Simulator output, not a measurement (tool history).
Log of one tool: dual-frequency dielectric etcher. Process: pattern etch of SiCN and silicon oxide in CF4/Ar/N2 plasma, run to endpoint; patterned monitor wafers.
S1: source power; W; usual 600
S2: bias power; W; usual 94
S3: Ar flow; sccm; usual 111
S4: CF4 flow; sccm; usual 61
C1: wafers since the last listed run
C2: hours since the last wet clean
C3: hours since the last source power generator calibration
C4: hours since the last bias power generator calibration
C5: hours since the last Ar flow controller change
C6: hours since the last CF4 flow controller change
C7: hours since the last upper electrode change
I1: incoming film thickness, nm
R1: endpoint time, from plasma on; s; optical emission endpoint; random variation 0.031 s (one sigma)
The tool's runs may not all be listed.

| run | hour | S1 | S2 | S3 | S4 | C1 | C2 | C3 | C4 | C5 | C6 | C7 | I1 | R1 |
|---|---|---|---|---|---|---|---|---|---|---|---|---|---|---|
| 1 | 0.0 | 600 | 94 | 111 | 61 | 0 | 50.7 | 4301.1 | 3754.4 | 3672.4 | 2805.8 | 2595.3 | 11.89 | 10.3 |
| 2 | 31.2 | 600 | 94 | 111 | 61 | 349 | 81.9 | 4332.3 | 3785.6 | 3703.6 | 2837.0 | 2626.5 | 11.80 | 10.3 |
| 3 | 55.9 | 600 | 94 | 111 | 61 | 276 | 106.6 | 4357.0 | 3810.3 | 3728.3 | 2861.7 | 2651.2 | 11.92 | 10.4 |
| 4 | 89.3 | 600 | 94 | 111 | 68 | 374 | 140.0 | 4390.4 | 3843.7 | 3761.7 | 2895.1 | 2684.6 | 11.92 | 10.3 |
| 5 | 115.4 | 600 | 94 | 111 | 68 | 292 | 166.1 | 4416.5 | 3869.8 | 3787.8 | 2921.2 | 2710.7 | 11.85 | 10.3 |
| 6 | 146.4 | 600 | 94 | 111 | 68 | 347 | 197.1 | 4447.5 | 3900.8 | 3818.8 | 2952.2 | 2741.7 | 11.85 | 10.3 |
|  | 160.3 | bias power generator calibrated |
|  | 171.0 | Ar flow controller replaced |
| 7 | 177.0 | 600 | 94 | 111 | 61 | 230 | 227.7 | 4478.1 | 16.7 | 6.0 | 2982.8 | 2772.3 | 12.04 | 10.6 |
| 8 | 203.3 | 600 | 94 | 111 | 61 | 294 | 254.0 | 4504.4 | 43.0 | 32.3 | 3009.1 | 2798.6 | 11.88 | 10.5 |
| 9 | 233.3 | 600 | 94 | 111 | 61 | 335 | 284.0 | 4534.4 | 73.0 | 62.3 | 3039.1 | 2828.6 | 11.84 | 10.5 |
|  | 265.1 | wet clean of the chamber |
| 10 | 265.6 | 490 | 94 | 111 | 73 | 92 | 0.5 | 4566.7 | 105.3 | 94.6 | 3071.4 | 2860.9 | 11.90 | 12.1 |
| 11 | 274.3 | 480 | 110 | 129 | 68 | 97 | 9.2 | 4575.4 | 114.0 | 103.3 | 3080.1 | 2869.6 | 11.82 | 12.1 |
| 12 | 294.8 | 640 | 107 | 133 | 67 | 229 | 29.7 | 4595.9 | 134.5 | 123.8 | 3100.6 | 2890.1 | 11.92 | 9.5 |
|  | 319.8 | source power generator calibrated |
| 13 | 320.3 | 600 | 70 | 111 | 61 | 240 | 55.2 | 0.5 | 160.0 | 149.3 | 3126.1 | 2915.6 | 11.81 | 11.1 |
|  | 336.5 | CF4 flow controller replaced |
|  | 360.5 | upper electrode replaced |
| 14 | 361.0 | 600 | 94 | 111 | 61 | 120 | 95.9 | 41.2 | 200.7 | 190.0 | 24.5 | 0.5 | 11.85 | 10.3 |
| 15 | 361.3 | 600 | 94 | 111 | 67 | 3 | 96.2 | 41.5 | 201.0 | 190.3 | 24.8 | 0.8 | 11.99 | 10.3 |
| 16 | 389.5 | 600 | 94 | 111 | 61 | 315 | 124.4 | 69.7 | 229.2 | 218.5 | 53.0 | 29.0 | 11.79 | 10.3 |
| 17 | 423.8 | 540 | 109 | 136 | 50 | 384 | 158.7 | 104.0 | 263.5 | 252.8 | 87.3 | 63.3 | 11.77 | 11.5 |
| 18 | 436.8 | 690 | 94 | 111 | 57 | 145 | 171.7 | 117.0 | 276.5 | 265.8 | 100.3 | 76.3 | 11.88 | 9.2 |
| 19 | 461.8 | 600 | 85 | 84 | 61 | 279 | 196.7 | 142.0 | 301.5 | 290.8 | 125.3 | 101.3 | 11.90 | 10.5 |

Forecast each of these 5 alternatives for the next run:
| A | 462.2 | 600 | 94 | 111 | 61 | 4 | 197.1 | 142.4 | 301.9 | 291.2 | 125.7 | 101.7 | 12.12 | ? |
| B | 462.2 | 600 | 72 | 111 | 61 | 4 | 197.1 | 142.4 | 301.9 | 291.2 | 125.7 | 101.7 | 12.12 | ? |
| C | 462.2 | 530 | 80 | 130 | 52 | 4 | 197.1 | 142.4 | 301.9 | 291.2 | 125.7 | 101.7 | 12.12 | ? |
| D | 462.2 | 480 | 106 | 102 | 69 | 4 | 197.1 | 142.4 | 301.9 | 291.2 | 125.7 | 101.7 | 12.12 | ? |
| E | 462.2 | 750 | 94 | 111 | 61 | 4 | 197.1 | 142.4 | 301.9 | 291.2 | 125.7 | 101.7 | 12.12 | ? |

| run | R1 |
|---|---|
| A | 10.6 |
| B | 11.4 |
| C | 13.0 |
| D | 12.4 |
| E | 8.6 |
Without the tool's hidden state the same runs would have given:
| run | R1 |
|---|---|
| A | 10.4 |
| B | 11.2 |
| C | 12.8 |
| D | 12.2 |
| E | 8.5 |
